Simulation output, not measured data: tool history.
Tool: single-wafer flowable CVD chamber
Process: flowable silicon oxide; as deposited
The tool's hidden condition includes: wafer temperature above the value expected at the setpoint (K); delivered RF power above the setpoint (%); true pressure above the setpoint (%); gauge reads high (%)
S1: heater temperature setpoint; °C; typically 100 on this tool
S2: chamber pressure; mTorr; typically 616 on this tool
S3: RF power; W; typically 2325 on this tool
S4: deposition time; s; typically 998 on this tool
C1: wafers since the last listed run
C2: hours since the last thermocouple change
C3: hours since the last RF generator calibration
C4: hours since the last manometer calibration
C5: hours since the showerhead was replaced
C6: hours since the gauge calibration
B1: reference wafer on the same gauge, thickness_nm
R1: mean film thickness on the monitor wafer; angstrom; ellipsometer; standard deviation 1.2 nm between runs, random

{"run": 1, "hour": 0.0, "S1": 96, "S2": 534, "S3": 2325, "S4": 998, "C1": 0, "C2": 1099.6, "C3": 1347.6, "C4": 1609.3, "C5": 2959.4, "C6": 1107.9, "B1": 396.787, "R1": 4518.64}
{"run": 2, "hour": 60.1, "S1": 96, "S2": 616, "S3": 2690, "S4": 998, "C1": 94, "C2": 1159.7, "C3": 1407.7, "C4": 1669.4, "C5": 3019.5, "C6": 1168, "B1": 397.184, "R1": 5315.13}
{"run": 3, "hour": 92.7, "S1": 96, "S2": 616, "S3": 2690, "S4": 998, "C1": 51, "C2": 1192.3, "C3": 1440.3, "C4": 1702, "C5": 3052.1, "C6": 1200.6, "B1": 397.14, "R1": 5328.7}
{"hour": 106.9, "done": "thermocouple changed; heater temperature recalibrated"}
{"run": 4, "hour": 132.9, "S1": 96, "S2": 616, "S3": 2690, "S4": 998, "C1": 50, "C2": 26, "C3": 1480.5, "C4": 1742.2, "C5": 3092.3, "C6": 1240.8, "B1": 396.858, "R1": 5306.41}
{"hour": 165.0, "done": "RF generator calibrated"}
{"run": 5, "hour": 182.2, "S1": 100, "S2": 583, "S3": 2325, "S4": 998, "C1": 64, "C2": 75.3, "C3": 17.2, "C4": 1791.5, "C5": 3141.6, "C6": 1290.1, "B1": 397.242, "R1": 4420.36}
{"run": 6, "hour": 239.6, "S1": 100, "S2": 583, "S3": 2325, "S4": 998, "C1": 89, "C2": 132.7, "C3": 74.6, "C4": 1848.9, "C5": 3199, "C6": 1347.5, "B1": 396.715, "R1": 4402.05}
{"run": 7, "hour": 310.3, "S1": 100, "S2": 616, "S3": 2110, "S4": 998, "C1": 110, "C2": 203.4, "C3": 145.3, "C4": 1919.6, "C5": 3269.7, "C6": 1418.2, "B1": 396.942, "R1": 4617.39}
{"run": 8, "hour": 348.4, "S1": 100, "S2": 729, "S3": 2325, "S4": 998, "C1": 59, "C2": 241.5, "C3": 183.4, "C4": 1957.7, "C5": 3307.8, "C6": 1456.3, "B1": 397.441, "R1": 5512.17}
{"run": 9, "hour": 380.2, "S1": 111, "S2": 489, "S3": 2040, "S4": 937, "C1": 49, "C2": 273.3, "C3": 215.2, "C4": 1989.5, "C5": 3339.6, "C6": 1488.1, "B1": 396.799, "R1": 2486.14}
{"run": 10, "hour": 426.1, "S1": 100, "S2": 616, "S3": 2325, "S4": 998, "C1": 71, "C2": 319.2, "C3": 261.1, "C4": 2035.4, "C5": 3385.5, "C6": 1534, "B1": 396.722, "R1": 4674.69}
{"run": 11, "hour": 492.3, "S1": 100, "S2": 616, "S3": 2325, "S4": 998, "C1": 103, "C2": 385.4, "C3": 327.3, "C4": 2101.6, "C5": 3451.7, "C6": 1600.2, "B1": 397.051, "R1": 4668.36}
{"hour": 506.6, "done": "showerhead replaced"}
{"run": 12, "hour": 522.0, "S1": 92, "S2": 524, "S3": 2160, "S4": 1135, "C1": 33, "C2": 415.1, "C3": 357, "C4": 2131.3, "C5": 15.4, "C6": 1629.9, "B1": 397.005, "R1": 5638.65}
{"run": 13, "hour": 574.4, "S1": 100, "S2": 616, "S3": 2325, "S4": 998, "C1": 82, "C2": 467.5, "C3": 409.4, "C4": 2183.7, "C5": 67.8, "C6": 1682.3, "B1": 396.96, "R1": 4651.7}
{"run": 14, "hour": 621.9, "S1": 100, "S2": 507, "S3": 2325, "S4": 802, "C1": 74, "C2": 515, "C3": 456.9, "C4": 2231.2, "C5": 115.3, "C6": 1729.8, "B1": 396.917, "R1": 3079.24}
{"run": 15, "hour": 670.6, "S1": 100, "S2": 616, "S3": 2325, "S4": 859, "C1": 76, "C2": 563.7, "C3": 505.6, "C4": 2279.9, "C5": 164, "C6": 1778.5, "B1": 397.048, "R1": 3995.29}
{"hour": 680.1, "done": "gauge calibrated"}
{"hour": 733.4, "done": "capacitance manometer re-zeroed and calibrated"}
{"run": 16, "hour": 738.0, "S1": 100, "S2": 616, "S3": 2325, "S4": 998, "C1": 92, "C2": 631.1, "C3": 573, "C4": 4.6, "C5": 231.4, "C6": 57.9, "B1": 397.039, "R1": 4866.22}
{"run": 17, "hour": 791.1, "S1": 100, "S2": 616, "S3": 2325, "S4": 998, "C1": 83, "C2": 684.2, "C3": 626.1, "C4": 57.7, "C5": 284.5, "C6": 111, "B1": 396.789, "R1": 4827.17}
{"run": 18, "hour": 824.5, "S1": 113, "S2": 522, "S3": 2030, "S4": 1092, "C1": 52, "C2": 717.6, "C3": 659.5, "C4": 91.1, "C5": 317.9, "C6": 144.4, "B1": 397.073, "R1": 3024.76}
{"run": 19, "hour": 891.8, "S1": 89, "S2": 541, "S3": 2175, "S4": 927, "C1": 105, "C2": 784.9, "C3": 726.8, "C4": 158.4, "C5": 385.2, "C6": 211.7, "B1": 396.726, "R1": 5393.06}
{"run": 20, "hour": 937.9, "S1": 100, "S2": 616, "S3": 2325, "S4": 998, "C1": 72, "C2": 831, "C3": 772.9, "C4": 204.5, "C5": 431.3, "C6": 257.8, "B1": 396.879, "R1": 4817.08}
{"run": 21, "hour": 970.5, "S1": 94, "S2": 552, "S3": 2690, "S4": 1173, "C1": 51, "C2": 863.6, "C3": 805.5, "C4": 237.1, "C5": 463.9, "C6": 290.4, "B1": 396.517, "R1": 6102.21}
{"run": 22, "hour": 1003.6, "S1": 105, "S2": 706, "S3": 2770, "S4": 1078, "C1": 51, "C2": 896.7, "C3": 838.6, "C4": 270.2, "C5": 497, "C6": 323.5, "B1": 397.651, "R1": 5200.44}
{"run": 23, "hour": 1052.9, "S1": 100, "S2": 722, "S3": 1965, "S4": 941, "C1": 77, "C2": 946, "C3": 887.9, "C4": 319.5, "C5": 546.3, "C6": 372.8, "B1": 396.954, "R1": 5224.3}
{"run": 24, "hour": 1092.2, "S1": 96, "S2": 616, "S3": 2690, "S4": 998, "C1": 61, "C2": 985.3, "C3": 927.2, "C4": 358.8, "C5": 585.6, "C6": 412.1, "B1": 396.835, "R1": 5468.64}
{"run": 25, "hour": 1120.6, "S1": 100, "S2": 616, "S3": 2325, "S4": 998, "C1": 44, "C2": 1013.7, "C3": 955.6, "C4": 387.2, "C5": 614, "C6": 440.5, "B1": 397.324, "R1": 4781.29}
{"hour": 1164.5, "done": "thermocouple changed; heater temperature recalibrated"}
{"run": 26, "hour": 1183.6, "S1": 100, "S2": 481, "S3": 2325, "S4": 998, "C1": 86, "C2": 19.1, "C3": 1018.6, "C4": 450.2, "C5": 677, "C6": 503.5, "B1": 397.062, "R1": 3735.99}
{"run": 27, "hour": 1229.8, "S1": 100, "S2": 548, "S3": 2325, "S4": 879, "C1": 72, "C2": 65.3, "C3": 1064.8, "C4": 496.4, "C5": 723.2, "C6": 549.7, "B1": 397.003, "R1": 3733.4}

Predict each of these 5 candidate next runs independently; none follows another, all start after run 27:
{"run": "A", "hour": 1230.5, "S1": 100, "S2": 616, "S3": 2655, "S4": 998, "C1": 1, "C2": 66, "C3": 1065.5, "C4": 497.1, "C5": 723.9, "C6": 550.4, "B1": "?", "R1": "?"}
{"run": "B", "hour": 1230.5, "S1": 100, "S2": 521, "S3": 2325, "S4": 811, "C1": 1, "C2": 66, "C3": 1065.5, "C4": 497.1, "C5": 723.9, "C6": 550.4, "B1": "?", "R1": "?"}
{"run": "C", "hour": 1230.5, "S1": 107, "S2": 616, "S3": 2325, "S4": 1170, "C1": 1, "C2": 66, "C3": 1065.5, "C4": 497.1, "C5": 723.9, "C6": 550.4, "B1": "?", "R1": "?"}
{"run": "D", "hour": 1230.5, "S1": 100, "S2": 616, "S3": 2730, "S4": 998, "C1": 1, "C2": 66, "C3": 1065.5, "C4": 497.1, "C5": 723.9, "C6": 550.4, "B1": "?", "R1": "?"}
{"run": "E", "hour": 1230.5, "S1": 100, "S2": 616, "S3": 2325, "S4": 1063, "C1": 1, "C2": 66, "C3": 1065.5, "C4": 497.1, "C5": 723.9, "C6": 550.4, "B1": "?", "R1": "?"}

run=A B1=396.734 R1=4818.59
run=B B1=396.734 R1=3271.54
run=C B1=396.734 R1=4531.14
run=D B1=396.734 R1=4832.28
run=E B1=396.734 R1=5065.22
Stripped of hidden state, with their random variation kept, the same runs would have yielded:
run=A R1=4887.07
run=B R1=3318.21
run=C R1=4595.54
run=D R1=4900.95
run=E R1=5137.21
